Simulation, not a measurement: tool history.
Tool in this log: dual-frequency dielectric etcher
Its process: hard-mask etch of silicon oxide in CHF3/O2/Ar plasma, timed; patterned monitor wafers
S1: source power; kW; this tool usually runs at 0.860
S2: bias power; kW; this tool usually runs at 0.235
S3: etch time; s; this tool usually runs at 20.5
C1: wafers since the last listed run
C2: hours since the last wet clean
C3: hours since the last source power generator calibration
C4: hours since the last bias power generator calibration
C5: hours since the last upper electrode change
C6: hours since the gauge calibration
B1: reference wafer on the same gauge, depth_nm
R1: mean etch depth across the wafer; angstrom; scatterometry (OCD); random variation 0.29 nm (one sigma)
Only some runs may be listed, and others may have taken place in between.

| run | hour | S1 | S2 | S3 | C1 | C2 | C3 | C4 | C5 | C6 | B1 | R1 |
|---|---|---|---|---|---|---|---|---|---|---|---|---|
| 1 | 0.0 | 0.860 | 0.235 | 16.0 | 0 | 546.1 | 3297.4 | 3070.6 | 3707.4 | 48.6 | 45.2 | 375 |
| 2 | 11.5 | 0.860 | 0.235 | 16.0 | 154 | 557.6 | 3308.9 | 3082.1 | 3718.9 | 60.1 | 45.2 | 372 |
| 3 | 18.3 | 0.980 | 0.235 | 20.5 | 91 | 564.4 | 3315.7 | 3088.9 | 3725.7 | 66.9 | 45.1 | 518 |
| 4 | 31.7 | 0.860 | 0.235 | 20.5 | 180 | 577.8 | 3329.1 | 3102.3 | 3739.1 | 80.3 | 45.2 | 481 |
| 5 | 42.6 | 0.860 | 0.235 | 20.5 | 146 | 588.7 | 3340.0 | 3113.2 | 3750.0 | 91.2 | 45.2 | 482 |
|  | 65.8 | gauge calibrated |
|  | 72.8 | source power generator calibrated |
|  | 73.6 | bias power generator calibrated |
|  | 74.0 | upper electrode replaced |
|  | 90.9 | wet clean of the chamber |
| 6 | 91.4 | 0.860 | 0.235 | 20.5 | 357 | 0.5 | 18.6 | 17.8 | 17.4 | 25.6 | 45.2 | 481 |
| 7 | 91.8 | 0.860 | 0.235 | 20.5 | 5 | 0.9 | 19.0 | 18.2 | 17.8 | 26.0 | 45.3 | 479 |
| 8 | 92.1 | 0.780 | 0.192 | 20.5 | 4 | 1.2 | 19.3 | 18.5 | 18.1 | 26.3 | 45.2 | 438 |
| 9 | 92.4 | 0.860 | 0.235 | 20.5 | 4 | 1.5 | 19.6 | 18.8 | 18.4 | 26.6 | 45.3 | 482 |
| 10 | 92.7 | 1.020 | 0.252 | 20.5 | 4 | 1.8 | 19.9 | 19.1 | 18.7 | 26.9 | 45.2 | 531 |
| 11 | 105.7 | 0.780 | 0.192 | 20.5 | 174 | 14.8 | 32.9 | 32.1 | 31.7 | 39.9 | 45.0 | 437 |
| 12 | 114.0 | 0.860 | 0.235 | 20.5 | 111 | 23.1 | 41.2 | 40.4 | 40.0 | 48.2 | 45.2 | 483 |
| 13 | 122.4 | 0.700 | 0.269 | 20.5 | 112 | 31.5 | 49.6 | 48.8 | 48.4 | 56.6 | 45.3 | 436 |
| 14 | 133.8 | 1.010 | 0.274 | 17.5 | 153 | 42.9 | 61.0 | 60.2 | 59.8 | 68.0 | 45.2 | 461 |

Estimate the outcome of run 15 from the log above:
| 15 | 146.3 | 1.030 | 0.282 | 20.5 | 168 | 55.4 | 73.5 | 72.7 | 72.3 | 80.5 | ? | ? |

For run 15 the tool returned B1 45.2, R1 550 angstrom.
With no hidden state in the tool, this same run would have given R1 550 angstrom.

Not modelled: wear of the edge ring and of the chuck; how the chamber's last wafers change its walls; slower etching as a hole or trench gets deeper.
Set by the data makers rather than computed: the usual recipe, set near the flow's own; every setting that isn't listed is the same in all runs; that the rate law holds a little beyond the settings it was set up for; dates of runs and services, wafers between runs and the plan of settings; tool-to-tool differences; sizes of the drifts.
